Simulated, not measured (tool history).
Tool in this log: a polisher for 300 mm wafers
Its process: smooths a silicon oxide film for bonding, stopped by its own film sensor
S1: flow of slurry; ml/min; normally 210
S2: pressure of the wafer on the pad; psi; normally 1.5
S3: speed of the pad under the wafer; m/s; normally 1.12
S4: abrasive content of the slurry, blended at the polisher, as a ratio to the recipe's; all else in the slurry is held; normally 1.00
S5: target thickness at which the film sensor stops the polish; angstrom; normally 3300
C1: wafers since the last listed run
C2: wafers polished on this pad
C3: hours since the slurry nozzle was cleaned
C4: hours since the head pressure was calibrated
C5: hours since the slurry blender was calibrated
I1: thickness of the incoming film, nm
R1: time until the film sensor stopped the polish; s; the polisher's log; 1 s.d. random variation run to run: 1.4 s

run	day	S1	S2	S3	S4	S5	C1	C2	C3	C4	C5	I1	R1
1	0.000	210	1.5	1.12	0.90	3300	0	1303	647.7	998.9	212.2	383.0	102.5
2	2.712	210	1.5	1.12	0.90	3300	406	1710	712.8	1064.0	277.3	383.4	101.9
# day 3.429: slurry nozzle cleaned
3	4.217	210	1.5	1.12	1.15	3350	219	1929	18.9	1100.1	313.4	379.6	77.5
# day 5.212: head pressure recalibrated
4	8.529	210	1.5	1.12	1.15	3350	633	2563	122.4	79.6	416.9	383.0	78.4
5	12.562	210	1.5	1.12	1.15	3350	604	3167	219.2	176.4	513.7	380.3	76.7
6	15.933	210	1.5	1.12	1.00	3300	505	3672	300.1	257.3	594.6	377.4	87.1
7	20.362	210	1.5	1.12	1.00	3300	663	4336	406.4	363.6	700.9	379.5	87.8
# day 23.212: worn pad replaced by a new one
8	24.546	210	1.5	1.12	1.00	3300	601	199	506.8	464.0	801.3	383.9	101.8
# day 27.392: slurry blender recalibrated
9	33.571	210	1.5	1.20	1.00	3300	1339	1539	723.4	680.6	148.3	373.2	79.5
10	37.650	210	1.5	1.24	1.00	3300	611	2150	821.3	778.5	246.2	376.2	82.0
# day 39.738: slurry nozzle cleaned
11	41.696	210	1.7	1.12	1.00	3300	599	2750	47.0	875.6	343.3	382.6	92.5
12	44.125	210	1.5	1.12	1.00	3300	363	3114	105.3	933.9	401.6	380.6	93.0
13	46.304	210	1.5	1.12	1.15	3350	326	3441	157.6	986.2	453.9	385.4	87.8
14	48.683	190	1.5	1.00	1.15	3300	356	3797	214.7	1043.3	511.0	385.8	107.6
15	52.271	230	1.5	1.12	1.00	3300	537	4335	300.8	1129.4	597.1	377.2	86.3
# day 56.167: worn pad replaced by a new one
# day 56.192: head pressure recalibrated
# day 61.988: slurry blender recalibrated
16	64.483	270	1.7	1.50	0.80	3300	1788	1229	593.9	199.0	59.9	379.9	78.7
17	67.050	210	1.5	1.12	1.00	3300	384	1614	655.5	260.6	121.5	379.0	90.2
18	70.196	210	1.5	1.12	1.00	3300	471	2085	731.0	336.1	197.0	377.3	86.5
# day 70.825: slurry nozzle cleaned
19	72.529	145	1.5	1.42	1.00	3300	343	2429	40.9	392.1	253.0	381.7	85.9
20	85.579	210	1.5	1.12	1.00	3300	1955	4384	354.1	705.3	566.2	376.6	84.9
21	90.008	210	1.5	1.12	1.00	3300	663	5048	460.4	811.6	672.5	380.5	91.6
# day 91.842: worn pad replaced by a new one
22	92.700	235	1.9	1.12	1.00	3300	378	128	525.0	876.2	737.1	385.5	88.6
23	94.904	245	1.5	1.12	1.00	3300	330	458	577.9	929.1	790.0	381.1	93.3
24	98.554	210	1.5	1.12	1.00	3300	546	1005	665.5	1016.7	877.6	380.1	92.2
# day 98.683: slurry blender recalibrated
25	101.083	210	1.7	1.12	1.00	3300	366	1372	726.2	1077.4	57.6	377.6	82.8
26	105.012	210	2.0	1.12	1.20	3470	588	1960	820.5	1171.7	151.9	378.3	45.5
# day 106.162: slurry nozzle cleaned
# day 106.342: head pressure recalibrated
27	108.517	210	1.0	1.24	1.00	3300	506	2467	56.5	52.2	236.0	382.1	105.0
28	111.229	210	1.1	1.12	1.00	3150	406	2873	121.6	117.3	301.1	380.6	134.8
29	113.625	210	1.5	1.12	1.00	3300	358	3232	179.1	174.8	358.6	379.3	90.0
30	117.379	210	1.0	1.12	1.00	3300	562	3795	269.2	264.9	448.7	382.7	114.4
31	120.025	210	1.0	0.76	1.00	3300	396	4191	332.7	328.4	512.2	373.3	110.9

Give the tool's hidden conditions for every run:
removal rate lost through wear of the pad, %: 0 at every run
slurry flow missing at the pad, %: 0 at every run
abrasive missing from the slurry, %: 0 at every run
H1: deviation of the head's pressure from its setpoint, %
run	H1
1	-10.2
2	-10.3
3	-10.4
4	-1.35
5	-3.49
6	-4.94
7	-6.46
8	-7.59
9	-9.28
10	-9.81
11	-10.2
12	-10.4
13	-10.6
14	-10.7
15	-10.9
16	-2.02
17	-3.09
18	-4.2
19	-4.91
20	-7.52
21	-8.06
22	-8.32
23	-8.51
24	-8.77
25	-8.92
26	-9.12
27	0.00115
28	-1.59
29	-2.8
30	-4.4
31	-5.34
